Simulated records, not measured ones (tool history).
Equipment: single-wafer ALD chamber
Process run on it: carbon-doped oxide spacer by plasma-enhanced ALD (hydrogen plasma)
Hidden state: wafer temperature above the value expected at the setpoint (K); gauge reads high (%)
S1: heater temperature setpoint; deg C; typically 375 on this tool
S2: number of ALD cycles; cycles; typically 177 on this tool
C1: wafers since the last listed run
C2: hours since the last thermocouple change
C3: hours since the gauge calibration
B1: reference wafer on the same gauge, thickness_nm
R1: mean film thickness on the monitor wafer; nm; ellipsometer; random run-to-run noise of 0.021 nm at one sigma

run    hour   S1   S2   C1      C2      C3     B1      R1
  1       0  375  187    0    2265   500.1  6.999   9.037
  2    82.4  375  187  142  2347.4   582.5      7   9.041
  3   133.7  375  177   88  2398.7   633.8  6.995   8.574
  4     183  375  177   84    2448   683.1  6.999   8.585
  5   328.5  375  160  250  2593.5   828.6  6.995    7.75
  6   368.7  375  177   69  2633.7   868.8  6.999   8.586
      400.2  -- thermocouple changed; heater temperature recalibrated
  7   624.4  375  177  426   224.2  1124.5  7.005   8.569
  8   672.6  375  177   83   272.4  1172.7  6.999   8.599
  9   715.7  361  166   74   315.5  1215.8  7.001   8.065
 10   777.3  375  161  106   377.1  1277.4  7.001   7.784
 11   883.9  369  148  183   483.7    1384      7   7.181
      938.4  -- gauge calibrated
 12   963.5  363  152  137   563.3    25.1  6.994   7.373
 13  1053.6  375  177  155   653.4   115.2  7.002    8.55
 14  1092.7  375  177   67   692.5   154.3  6.999    8.55
 15  1189.6  375  209  167   789.4   251.2      7  10.068
 16  1232.9  361  148   74   832.7   294.5  7.005   7.163

For each run, what was the tool's unlogged condition?
wafer temperature above the value expected at the setpoint (K): 0 in every run
gauge reads high (%): 0 in every run
